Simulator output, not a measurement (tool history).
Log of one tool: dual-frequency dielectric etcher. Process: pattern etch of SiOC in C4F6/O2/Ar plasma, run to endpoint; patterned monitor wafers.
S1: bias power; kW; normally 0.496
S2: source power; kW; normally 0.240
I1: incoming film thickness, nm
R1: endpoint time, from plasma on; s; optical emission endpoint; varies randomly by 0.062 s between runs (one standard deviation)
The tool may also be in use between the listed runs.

run,hour,S1,S2,I1,R1
1,0.0,0.569,0.240,48.18,18.3
2,34.4,0.569,0.240,48.53,18.3
3,49.1,0.496,0.280,48.64,18.0
4,72.2,0.496,0.280,48.63,17.9
5,97.3,0.496,0.280,48.88,18.0
6,129.4,0.431,0.220,48.75,20.3
# hour 161.3: wet clean of the chamber
7,161.8,0.431,0.220,48.25,20.8
8,162.1,0.431,0.220,48.57,20.8
9,186.6,0.496,0.240,48.84,19.5
# hour 197.4: source power generator calibrated
# hour 204.2: bias power generator calibrated
10,217.9,0.496,0.240,48.92,19.5
11,231.0,0.496,0.240,48.85,19.4
12,265.4,0.496,0.240,48.86,19.4
# hour 295.6: upper electrode replaced
13,296.1,0.395,0.300,48.09,18.4
14,315.4,0.414,0.260,48.54,19.5
15,328.8,0.496,0.240,48.64,19.3
16,361.3,0.585,0.290,48.94,17.3
17,390.1,0.433,0.210,48.99,20.9
18,421.0,0.496,0.240,48.65,19.2
19,448.4,0.601,0.240,48.12,18.0
20,473.0,0.437,0.280,48.88,18.6

5 ways to go on from here, each from the tool as it stands after run 20. What would each give?
A,473.4,0.577,0.240,48.67,?
B,473.4,0.456,0.210,48.67,?
C,473.4,0.397,0.210,48.67,?
D,473.4,0.445,0.190,48.67,?
E,473.4,0.391,0.220,48.67,?

run,R1
A,18.3
B,20.5
C,21.1
D,21.4
E,20.8
Without the tool's unlogged condition, the same runs would have read:
run,R1
A,18.7
B,20.9
C,21.5
D,21.8
E,21.2
